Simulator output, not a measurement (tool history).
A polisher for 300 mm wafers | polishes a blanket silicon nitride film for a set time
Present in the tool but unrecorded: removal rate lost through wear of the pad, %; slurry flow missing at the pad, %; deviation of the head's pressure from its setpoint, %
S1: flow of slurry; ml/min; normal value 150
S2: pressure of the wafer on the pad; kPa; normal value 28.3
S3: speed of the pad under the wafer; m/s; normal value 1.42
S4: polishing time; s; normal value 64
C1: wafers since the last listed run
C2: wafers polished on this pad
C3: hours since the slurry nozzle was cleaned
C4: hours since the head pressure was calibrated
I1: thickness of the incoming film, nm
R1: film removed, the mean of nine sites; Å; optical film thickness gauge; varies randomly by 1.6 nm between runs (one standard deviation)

{"run": 1, "hour": 0.0, "S1": 150, "S2": 28.3, "S3": 1.42, "S4": 64, "C1": 0, "C2": 520, "C3": 768.4, "C4": 7, "I1": 603.2, "R1": 1878}
{"hour": 77.2, "done": "worn pad replaced by a new one"}
{"run": 2, "hour": 103.5, "S1": 150, "S2": 28.3, "S3": 1.42, "S4": 64, "C1": 934, "C2": 247, "C3": 871.9, "C4": 110.5, "I1": 604.6, "R1": 1834}
{"run": 3, "hour": 160.0, "S1": 150, "S2": 28.3, "S3": 1.78, "S4": 64, "C1": 530, "C2": 777, "C3": 928.4, "C4": 167, "I1": 594.7, "R1": 2177}
{"run": 4, "hour": 221.1, "S1": 150, "S2": 28.3, "S3": 1.78, "S4": 64, "C1": 573, "C2": 1351, "C3": 989.5, "C4": 228.1, "I1": 602.5, "R1": 2127}
{"hour": 237.9, "done": "slurry nozzle cleaned"}
{"hour": 245.0, "done": "worn pad replaced by a new one"}
{"run": 5, "hour": 281.1, "S1": 150, "S2": 28.3, "S3": 1.42, "S4": 59, "C1": 516, "C2": 339, "C3": 43.2, "C4": 288.1, "I1": 598, "R1": 1648}
{"run": 6, "hour": 347.3, "S1": 150, "S2": 28.3, "S3": 1.42, "S4": 59, "C1": 621, "C2": 960, "C3": 109.4, "C4": 354.3, "I1": 600.4, "R1": 1664}
{"hour": 383.6, "done": "worn pad replaced by a new one"}
{"run": 7, "hour": 386.1, "S1": 150, "S2": 28.3, "S3": 1.42, "S4": 48, "C1": 326, "C2": 23, "C3": 148.2, "C4": 393.1, "I1": 599.4, "R1": 1347}
{"run": 8, "hour": 425.6, "S1": 150, "S2": 28.3, "S3": 1.42, "S4": 64, "C1": 370, "C2": 394, "C3": 187.7, "C4": 432.6, "I1": 594.4, "R1": 1758}
{"run": 9, "hour": 455.2, "S1": 175, "S2": 23.4, "S3": 1.42, "S4": 64, "C1": 277, "C2": 672, "C3": 217.3, "C4": 462.2, "I1": 608.7, "R1": 1480}
{"run": 10, "hour": 500.1, "S1": 105, "S2": 28.3, "S3": 1.42, "S4": 64, "C1": 421, "C2": 1094, "C3": 262.2, "C4": 507.1, "I1": 599.8, "R1": 1645}
{"hour": 523.3, "done": "worn pad replaced by a new one"}
{"run": 11, "hour": 539.8, "S1": 150, "S2": 28.3, "S3": 1.42, "S4": 59, "C1": 335, "C2": 155, "C3": 301.9, "C4": 546.8, "I1": 601.1, "R1": 1618}
{"hour": 593.1, "done": "head pressure recalibrated"}
{"run": 12, "hour": 593.6, "S1": 105, "S2": 37.2, "S3": 1.42, "S4": 77, "C1": 486, "C2": 641, "C3": 355.7, "C4": 0.5, "I1": 607.8, "R1": 2718}
{"run": 13, "hour": 635.2, "S1": 120, "S2": 25.5, "S3": 1.42, "S4": 78, "C1": 390, "C2": 1032, "C3": 397.3, "C4": 42.1, "I1": 600.1, "R1": 1951}
{"hour": 660.6, "done": "worn pad replaced by a new one"}
{"run": 14, "hour": 690.5, "S1": 150, "S2": 28.3, "S3": 1.42, "S4": 64, "C1": 481, "C2": 280, "C3": 452.6, "C4": 97.4, "I1": 600.4, "R1": 1838}
{"run": 15, "hour": 758.9, "S1": 150, "S2": 35.9, "S3": 1.08, "S4": 56, "C1": 642, "C2": 923, "C3": 521, "C4": 165.8, "I1": 597.4, "R1": 1620}

What differs in the tool's unlogged condition from the final listed run ahead of each entry between runs to the first listed run following it?
Logged between run 1 and run 2: worn pad replaced by a new one (hour 77.2)
  deviation of the head's pressure from its setpoint, %: 0.428 -> -1.05
  the result without the hidden state subtracted from the measured one, R1: +8 -> -20 Å
Logged between run 4 and run 5: slurry nozzle cleaned (hour 237.9); worn pad replaced by a new one (hour 245)
  deviation of the head's pressure from its setpoint, %: -2.73 -> -3.58
  the result without the hidden state subtracted from the measured one, R1: -60 -> -61 Å
Logged between run 6 and run 7: worn pad replaced by a new one (hour 383.6)
  deviation of the head's pressure from its setpoint, %: -4.53 -> -5.08
  the result without the hidden state subtracted from the measured one, R1: -79 -> -72 Å
Logged between run 10 and run 11: worn pad replaced by a new one (hour 523.3)
  deviation of the head's pressure from its setpoint, %: -6.71 -> -7.27
  the result without the hidden state subtracted from the measured one, R1: -119 -> -127 Å
Logged between run 11 and run 12: head pressure recalibrated (hour 593.1)
  deviation of the head's pressure from its setpoint, %: -7.27 -> -1.63
  the result without the hidden state subtracted from the measured one, R1: -127 -> -45 Å
Logged between run 13 and run 14: worn pad replaced by a new one (hour 660.6)
  deviation of the head's pressure from its setpoint, %: -2.22 -> -3.01
  the result without the hidden state subtracted from the measured one, R1: -45 -> -57 Å
